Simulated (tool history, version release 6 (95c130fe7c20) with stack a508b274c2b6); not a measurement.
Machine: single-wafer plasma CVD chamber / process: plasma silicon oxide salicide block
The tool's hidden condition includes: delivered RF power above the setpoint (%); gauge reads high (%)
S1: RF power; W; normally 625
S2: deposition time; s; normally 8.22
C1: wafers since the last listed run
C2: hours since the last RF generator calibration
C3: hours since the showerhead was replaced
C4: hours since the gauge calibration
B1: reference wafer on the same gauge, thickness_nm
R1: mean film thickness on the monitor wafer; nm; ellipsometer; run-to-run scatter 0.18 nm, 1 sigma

Run 1, hour 0.0: usual settings; C1 0; C2 976.4; C3 6508.5; C4 347.3; B1 72.494. Result: R1 87.292 nm.
Run 2, hour 15.2: usual settings; C1 308; C2 991.6; C3 6523.7; C4 362.5; B1 72.497. Result: R1 87.384 nm.
At hour 29.9: gauge calibrated.
Run 3, hour 50.2: usual settings; C1 710; C2 1026.6; C3 6558.7; C4 20.3; B1 72.515. Result: R1 87.227 nm.
Run 4, hour 72.1: usual settings but S1 540 W; C1 444; C2 1048.5; C3 6580.6; C4 42.2; B1 72.490. Result: R1 83.485 nm.
Run 5, hour 89.1: usual settings; C1 345; C2 1065.5; C3 6597.6; C4 59.2; B1 72.468. Result: R1 87.068 nm.
Run 6, hour 103.2: usual settings; C1 286; C2 1079.6; C3 6611.7; C4 73.3; B1 72.515. Result: R1 87.268 nm.
Run 7, hour 127.8: usual settings; C1 499; C2 1104.2; C3 6636.3; C4 97.9; B1 72.511. Result: R1 87.580 nm.
Run 8, hour 163.2: usual settings; C1 718; C2 1139.6; C3 6671.7; C4 133.3; B1 72.466. Result: R1 87.167 nm.
Run 9, hour 185.9: usual settings; C1 460; C2 1162.3; C3 6694.4; C4 156.0; B1 72.508. Result: R1 86.816 nm.
At hour 244.6: showerhead replaced.
Run 10, hour 245.1: usual settings; C1 1039; C2 1221.5; C3 0.5; C4 215.2; B1 72.533. Result: R1 87.056 nm.
Run 11, hour 254.3: usual settings; C1 186; C2 1230.7; C3 9.7; C4 224.4; B1 72.495. Result: R1 87.292 nm.
At hour 295.8: RF generator calibrated.
Run 12, hour 296.3: usual settings; C1 690; C2 0.5; C3 51.7; C4 266.4; B1 72.510. Result: R1 88.836 nm.
Run 13, hour 305.6: usual settings but S1 565 W, S2 7.37 s; C1 188; C2 9.8; C3 61.0; C4 275.7; B1 72.520. Result: R1 76.966 nm.
Run 14, hour 318.2: usual settings but S1 570 W, S2 9.51 s; C1 255; C2 22.4; C3 73.6; C4 288.3; B1 72.501. Result: R1 99.732 nm.
Run 15, hour 337.7: usual settings but S1 710 W; C1 396; C2 41.9; C3 93.1; C4 307.8; B1 72.505. Result: R1 92.189 nm.
Run 16, hour 366.3: usual settings but S2 7.23 s; C1 580; C2 70.5; C3 121.7; C4 336.4; B1 72.491. Result: R1 78.060 nm.
Run 17, hour 381.5: usual settings; C1 308; C2 85.7; C3 136.9; C4 351.6; B1 72.495. Result: R1 88.548 nm.
Run 18, hour 399.8: usual settings; C1 371; C2 104.0; C3 155.2; C4 369.9; B1 72.490. Result: R1 88.581 nm.
At hour 407.9: gauge calibrated.
Run 19, hour 432.1: usual settings but S1 530 W, S2 7.71 s; C1 655; C2 136.3; C3 187.5; C4 24.2; B1 72.502. Result: R1 78.825 nm.
Run 20, hour 466.4: usual settings but S1 565 W, S2 7.37 s; C1 696; C2 170.6; C3 221.8; C4 58.5; B1 72.489. Result: R1 76.670 nm.
Run 21, hour 500.6: usual settings but S1 535 W, S2 9.51 s; C1 694; C2 204.8; C3 256.0; C4 92.7; B1 72.516. Result: R1 97.201 nm.
Run 22, hour 520.2: usual settings but S1 670 W, S2 9.26 s; C1 398; C2 224.4; C3 275.6; C4 112.3; B1 72.492. Result: R1 101.704 nm.
Run 23, hour 540.5: usual settings; C1 412; C2 244.7; C3 295.9; C4 132.6; B1 72.475. Result: R1 88.218 nm.
Run 24, hour 554.5: usual settings; C1 284; C2 258.7; C3 309.9; C4 146.6; B1 72.516. Result: R1 88.292 nm.
Run 25, hour 590.4: usual settings but S1 515 W, S2 9.54 s; C1 729; C2 294.6; C3 345.8; C4 182.5; B1 72.480. Result: R1 96.185 nm.

Below, some changes in R1 between adjacent runs. For each, the amount present without the hidden state too (settings, incoming material, random variation) and the amount remaining for the hidden state with gauge scatter not shared by both compared results:
Run 11 -> 12: RF generator calibrated. R1 +1.544 nm: hidden state +1.747, all else -0.203.
Run 13 -> 14: S1 565 -> 570, S2 7.37 -> 9.51. R1 +22.766 nm: hidden state -0.090, all else +22.856.
Run 20 -> 21: S1 565 -> 535, S2 7.37 -> 9.51. R1 +20.531 nm: hidden state -0.176, all else +20.707.

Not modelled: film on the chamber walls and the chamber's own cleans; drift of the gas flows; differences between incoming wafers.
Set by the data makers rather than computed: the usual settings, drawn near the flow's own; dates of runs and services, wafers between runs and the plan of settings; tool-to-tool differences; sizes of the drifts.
